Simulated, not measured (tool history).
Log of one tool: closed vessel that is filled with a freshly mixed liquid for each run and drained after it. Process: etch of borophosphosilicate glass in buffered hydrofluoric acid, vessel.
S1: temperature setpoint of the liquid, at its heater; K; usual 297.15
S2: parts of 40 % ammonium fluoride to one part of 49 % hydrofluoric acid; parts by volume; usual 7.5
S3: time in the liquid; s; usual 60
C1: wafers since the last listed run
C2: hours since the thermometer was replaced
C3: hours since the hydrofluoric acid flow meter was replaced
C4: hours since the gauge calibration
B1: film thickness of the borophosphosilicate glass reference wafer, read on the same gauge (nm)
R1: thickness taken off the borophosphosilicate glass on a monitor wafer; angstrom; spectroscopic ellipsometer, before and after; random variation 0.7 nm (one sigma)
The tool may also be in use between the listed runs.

| run | hour | S1 | S2 | S3 | C1 | C2 | C3 | C4 | B1 | R1 |
|---|---|---|---|---|---|---|---|---|---|---|
| 1 | 0.0 | 297.15 | 7.5 | 60 | 0 | 1560.0 | 552.5 | 1223.2 | 70.00 | 1117.6 |
| 2 | 106.5 | 297.15 | 7.5 | 60 | 10258 | 1666.5 | 659.0 | 1329.7 | 70.00 | 1125.6 |
| 3 | 161.8 | 297.15 | 7.5 | 60 | 5326 | 1721.8 | 714.3 | 1385.0 | 69.99 | 1119.0 |
| 4 | 263.8 | 297.15 | 7.5 | 60 | 9825 | 1823.8 | 816.3 | 1487.0 | 69.99 | 1134.0 |
| 5 | 301.5 | 297.15 | 7.5 | 60 | 3631 | 1861.5 | 854.0 | 1524.7 | 70.01 | 1119.5 |
| 6 | 371.4 | 297.15 | 7.5 | 60 | 6733 | 1931.4 | 923.9 | 1594.6 | 70.00 | 1122.4 |
| 7 | 459.4 | 297.15 | 7.5 | 60 | 8476 | 2019.4 | 1011.9 | 1682.6 | 70.01 | 1117.3 |
| 8 | 566.9 | 297.15 | 7.5 | 60 | 10355 | 2126.9 | 1119.4 | 1790.1 | 69.98 | 1112.8 |
| 9 | 667.3 | 297.15 | 7.5 | 60 | 9671 | 2227.3 | 1219.8 | 1890.5 | 69.99 | 1140.9 |
|  | 721.9 | thermometer replaced |
| 10 | 754.8 | 297.15 | 7.5 | 60 | 8332 | 32.9 | 1307.3 | 1978.0 | 69.97 | 1019.8 |
| 11 | 858.6 | 297.15 | 7.5 | 60 | 9998 | 136.7 | 1411.1 | 2081.8 | 69.98 | 1033.4 |
| 12 | 905.5 | 297.15 | 7.5 | 60 | 4517 | 183.6 | 1458.0 | 2128.7 | 70.00 | 1025.1 |
| 13 | 985.5 | 297.15 | 7.5 | 60 | 7706 | 263.6 | 1538.0 | 2208.7 | 70.00 | 1035.2 |
| 14 | 1089.8 | 295.65 | 10.5 | 60 | 10046 | 367.9 | 1642.3 | 2313.0 | 70.00 | 696.1 |
| 15 | 1167.1 | 297.15 | 6.0 | 85 | 7445 | 445.2 | 1719.6 | 2390.3 | 69.99 | 1832.1 |
| 16 | 1235.0 | 295.15 | 5.0 | 90 | 6540 | 513.1 | 1787.5 | 2458.2 | 70.00 | 2048.2 |
| 17 | 1317.8 | 295.65 | 7.5 | 40 | 7975 | 595.9 | 1870.3 | 2541.0 | 69.99 | 631.3 |
|  | 1457.9 | hydrofluoric acid flow meter replaced |
| 18 | 1600.8 | 293.15 | 5.5 | 95 | 27163 | 878.9 | 142.9 | 2824.0 | 70.01 | 1889.1 |
| 19 | 1655.8 | 300.65 | 10.5 | 45 | 5297 | 933.9 | 197.9 | 2879.0 | 70.01 | 733.6 |
|  | 1708.7 | gauge calibrated |
| 20 | 1715.2 | 301.65 | 9.0 | 80 | 5721 | 993.3 | 257.3 | 6.5 | 69.96 | 1558.6 |
| 21 | 1754.6 | 297.15 | 6.0 | 75 | 3795 | 1032.7 | 296.7 | 45.9 | 70.00 | 1701.8 |
| 22 | 1803.5 | 294.65 | 9.5 | 30 | 4710 | 1081.6 | 345.6 | 94.8 | 70.01 | 389.0 |
| 23 | 1864.5 | 295.65 | 10.5 | 60 | 5875 | 1142.6 | 406.6 | 155.8 | 69.98 | 746.1 |
| 24 | 1933.1 | 297.15 | 7.5 | 30 | 6607 | 1211.2 | 475.2 | 224.4 | 69.99 | 550.5 |
| 25 | 1969.6 | 297.15 | 7.5 | 60 | 3515 | 1247.7 | 511.7 | 260.9 | 70.00 | 1111.2 |
| 26 | 2040.6 | 297.15 | 5.0 | 30 | 6839 | 1318.7 | 582.7 | 331.9 | 70.01 | 807.0 |
| 27 | 2103.4 | 299.15 | 7.5 | 60 | 6049 | 1381.5 | 645.5 | 394.7 | 69.99 | 1232.3 |
| 28 | 2203.8 | 297.15 | 5.0 | 85 | 9671 | 1481.9 | 745.9 | 495.1 | 70.01 | 2277.9 |
| 29 | 2265.1 | 300.65 | 8.5 | 90 | 5904 | 1543.2 | 807.2 | 556.4 | 70.00 | 1753.6 |
| 30 | 2308.2 | 295.65 | 10.5 | 60 | 4151 | 1586.3 | 850.3 | 599.5 | 69.97 | 747.5 |

Some steps in R1 between neighbouring runs. How much of each would the tool show without its hidden state too (settings, what came in, random variation), and how much is left for the hidden state, with any gauge scatter that isn't in both results?
The hidden state here: liquid hotter than its thermometer reads (K); hydrofluoric acid flow below the setpoint (%); gauge reads high (%).
Run 9 -> 10: thermometer replaced. R1 -121.1 angstrom: hidden state -94.8, all else -26.3.
Run 16 -> 17: S1 295.15 -> 295.65, S2 5.0 -> 7.5, S3 90 -> 40. R1 -1416.9 angstrom: hidden state +46.7, all else -1463.6.
Run 17 -> 18: S1 295.65 -> 293.15, S2 7.5 -> 5.5, S3 40 -> 95, hydrofluoric acid flow meter replaced. R1 +1257.8 angstrom: hidden state +81.9, all else +1175.9.
Run 21 -> 22: S1 297.15 -> 294.65, S2 6.0 -> 9.5, S3 75 -> 30. R1 -1312.8 angstrom: hidden state -31.0, all else -1281.8.
